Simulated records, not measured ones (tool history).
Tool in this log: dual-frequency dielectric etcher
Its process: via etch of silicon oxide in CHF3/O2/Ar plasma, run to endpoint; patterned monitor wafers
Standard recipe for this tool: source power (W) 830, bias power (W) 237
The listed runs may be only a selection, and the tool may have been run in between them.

run,hour,source power (W),bias power (W),"incoming incoming film thickness, nm",endpoint time (s)
1,0,780,237,786.2,335.4
2,68.2,690,237,791.1,349.8
# hour 88: source power generator calibrated
3,127.7,830,237,793.8,333.1
4,182.3,830,237,795.8,338.1
5,274.1,900,212,789.7,343.7
6,345.7,900,212,785.2,342.9
# hour 371.6: bias power generator calibrated
7,453.5,830,237,791.7,342.9
8,530,830,237,785.5,342.3
# hour 554.1: wet clean of the chamber
9,607.4,830,237,790.1,330.3
10,804.6,830,263,782.3,319.4
11,890.5,830,263,794,325.6
12,973.1,830,263,788.9,329.8
13,1052.5,830,237,783.9,340
14,1137.1,830,237,790.3,343
# hour 1181.2: wet clean of the chamber
15,1181.7,830,237,792.2,334.9
16,1259,830,237,790.1,336.9
17,1296.3,830,281,792.1,314.9
18,1388.9,830,237,790,338.2
19,1490.1,970,237,792.2,331.8

What will run 20 give?
20,1598,930,212,789,?

endpoint time (s): 350.4
With the hidden condition absent and the run-to-run variation left alone, this run would have shown endpoint time (s) 332.3.
